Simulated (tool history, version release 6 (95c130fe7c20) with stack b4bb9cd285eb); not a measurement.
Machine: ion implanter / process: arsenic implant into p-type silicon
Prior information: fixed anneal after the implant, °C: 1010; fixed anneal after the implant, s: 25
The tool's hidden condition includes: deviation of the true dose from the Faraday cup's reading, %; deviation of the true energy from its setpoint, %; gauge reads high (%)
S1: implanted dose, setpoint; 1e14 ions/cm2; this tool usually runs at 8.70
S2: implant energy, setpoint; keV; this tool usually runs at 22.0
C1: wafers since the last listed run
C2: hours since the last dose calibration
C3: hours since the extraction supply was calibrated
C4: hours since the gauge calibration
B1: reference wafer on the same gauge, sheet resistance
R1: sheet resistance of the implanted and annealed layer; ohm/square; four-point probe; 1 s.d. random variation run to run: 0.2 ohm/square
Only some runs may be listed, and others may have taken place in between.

run     day     S1    S2    C1      C2      C3      C4      B1      R1
  1   0.000   9.75  24.0     0  1177.3  4218.0   895.9  146.03  126.47
  2   2.896   8.70  22.0  1300  1246.8  4287.5   965.4  146.03  138.37
  3   4.617   8.70  22.0   772  1288.1  4328.8  1006.7  145.98  138.37
  4  12.062   8.70  22.0  3343  1466.8  4507.5  1185.4  145.96  138.50
  5  13.817   8.70  22.0   787  1508.9  4549.6  1227.5  146.10  138.59
  6  15.733   8.70  22.0   860  1554.9  4595.6  1273.5  145.98  138.14
     17.979  -- extraction supply calibrated
  7  20.833   9.74  24.0  2140  1677.3    68.5  1395.9  146.02  126.64
  8  22.188   9.74  24.0   608  1709.8   101.0  1428.4  145.99  126.75
     22.754  -- gauge calibrated
  9  23.429   9.74  24.0   557  1739.6   130.8    16.2  146.01  126.63
 10  25.871   8.70  22.0  1096  1798.2   189.4    74.8  145.95  138.61
     27.912  -- Faraday cup replaced and dose calibrated
 11  28.158   8.70  22.0   877     5.9   244.3   129.7  145.99  136.06
 12  30.150   8.70  22.0   894    53.7   292.1   177.5  145.98  136.60
 13  32.975  10.59  15.5  1268   121.5   359.9   245.3  145.97  129.60
 14  40.688   8.70  22.0  3463   306.6   545.0   430.4  146.06  137.09
 15  41.925   6.99  26.5   555   336.3   574.7   460.1  146.02  154.40
 16  44.179  11.06  17.0  1012   390.4   628.8   514.2  145.98  125.34
 17  46.433   8.70  22.0  1012   444.5   682.9   568.3  146.04  136.89
 18  47.546   8.70  22.0   499   471.2   709.6   595.0  146.02  137.50
 19  49.146   8.70  18.5   718   509.6   748.0   633.4  145.96  141.86
 20  52.046   8.70  22.0  1302   579.2   817.6   703.0  146.02  137.50
 21  53.996   8.70  14.5   875   626.0   864.4   749.8  145.97  147.14
 22  55.129   6.35  15.0   508   653.2   891.6   777.0  145.94  180.47
 23  57.679   7.47  27.0  1145   714.4   952.8   838.2  146.01  147.98
 24  59.679   8.70  25.0   898   762.4  1000.8   886.2  145.97  135.02

5 options for the next run, each taken on its own from the tool as it stands now. Forecast them:
  A  59.696   8.70  26.5   7  762.8  1001.2  886.6   ?   ?
  B  59.696   7.88  22.0   7  762.8  1001.2  886.6   ?   ?
  C  59.696  10.37  29.5   7  762.8  1001.2  886.6   ?   ?
  D  59.696   9.71  18.0   7  762.8  1001.2  886.6   ?   ?
  E  59.696   6.19  24.5   7  762.8  1001.2  886.6   ?   ?

run      B1      R1
  A  146.02  133.03
  B  146.02  147.18
  C  146.02  116.22
  D  146.02  133.41
  E  146.02  171.98
Without the tool's unlogged condition, the same runs would have read:
run      R1
  A  131.37
  B  145.30
  C  114.90
  D  131.97
  E  169.61

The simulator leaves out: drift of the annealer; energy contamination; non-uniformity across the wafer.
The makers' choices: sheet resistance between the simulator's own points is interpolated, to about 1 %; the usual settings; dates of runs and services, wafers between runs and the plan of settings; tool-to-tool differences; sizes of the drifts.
